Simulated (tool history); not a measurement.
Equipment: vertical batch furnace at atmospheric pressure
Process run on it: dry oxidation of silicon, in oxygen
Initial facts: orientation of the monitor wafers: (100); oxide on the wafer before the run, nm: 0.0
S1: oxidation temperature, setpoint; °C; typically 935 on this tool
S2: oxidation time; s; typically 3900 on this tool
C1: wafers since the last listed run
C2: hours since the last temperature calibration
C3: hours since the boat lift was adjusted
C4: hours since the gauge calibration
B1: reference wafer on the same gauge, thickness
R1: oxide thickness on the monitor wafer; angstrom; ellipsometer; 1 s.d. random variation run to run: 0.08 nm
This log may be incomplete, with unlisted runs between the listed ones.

run,hour,S1,S2,C1,C2,C3,C4,B1,R1
1,0.0,935,3900,0,4247.2,2230.7,272.7,27.81,277.2
2,61.8,935,3900,819,4309.0,2292.5,334.5,27.88,278.2
# hour 68.3: gauge calibrated
3,109.2,935,3900,628,4356.4,2339.9,40.9,27.51,272.3
4,148.5,935,3900,520,4395.7,2379.2,80.2,27.51,274.4
5,174.9,935,3900,349,4422.1,2405.6,106.6,27.56,275.9
# hour 230.4: boat lift adjusted
6,230.9,954,3900,424,4478.1,0.5,162.6,27.63,335.3
7,279.8,954,3900,648,4527.0,49.4,211.5,27.65,336.9
# hour 316.2: thermocouples replaced and temperature profile calibrated
8,321.1,916,3390,229,4.9,90.7,252.8,27.73,209.5

Run 9, settings as shown, results not yet in. Your forecast:
9,386.4,916,3900,865,70.2,156.0,318.1,?,?

For run 9 the tool returned B1 27.77, R1 231.5 angstrom.
If the tool had no hidden condition, the same run with the same run-to-run variation would have returned R1 229.1 angstrom.
